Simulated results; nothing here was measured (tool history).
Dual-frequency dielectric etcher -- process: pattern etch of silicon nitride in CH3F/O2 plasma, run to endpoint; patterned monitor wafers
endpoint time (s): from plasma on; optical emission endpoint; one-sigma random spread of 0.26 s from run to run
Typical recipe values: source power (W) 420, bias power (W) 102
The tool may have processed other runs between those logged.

| run | hour | source power (W) | bias power (W) | incoming incoming film thickness, nm | endpoint time (s) |
|---|---|---|---|---|---|
| 1 | 0 | 420 | 102 | 86.6 | 85.9 |
| 2 | 36.2 | 420 | 102 | 86 | 85.7 |
| 3 | 74.5 | 400 | 95 | 85.5 | 88.9 |
| 4 | 113.3 | 400 | 95 | 87.3 | 91.4 |
| 5 | 198.7 | 420 | 102 | 86.1 | 85.2 |
| 6 | 302.3 | 420 | 102 | 85.5 | 84.1 |
|  | 360.8 | wet clean of the chamber |
| 7 | 387.2 | 420 | 102 | 87 | 86.6 |
| 8 | 447.5 | 500 | 102 | 86.3 | 80.8 |
| 9 | 512.9 | 500 | 102 | 86.5 | 80.6 |
| 10 | 560.8 | 420 | 102 | 86.2 | 85.4 |
| 11 | 656.2 | 360 | 102 | 86.4 | 90.5 |
|  | 667 | bias power generator calibrated |
| 12 | 709.1 | 360 | 102 | 87 | 92.4 |

The next listed run, before its measurement:
| 13 | 780.8 | 320 | 102 | 86.3 | ? |

endpoint time (s): 95.3
Without the tool's hidden state the same run would have given endpoint time (s) 96.9.

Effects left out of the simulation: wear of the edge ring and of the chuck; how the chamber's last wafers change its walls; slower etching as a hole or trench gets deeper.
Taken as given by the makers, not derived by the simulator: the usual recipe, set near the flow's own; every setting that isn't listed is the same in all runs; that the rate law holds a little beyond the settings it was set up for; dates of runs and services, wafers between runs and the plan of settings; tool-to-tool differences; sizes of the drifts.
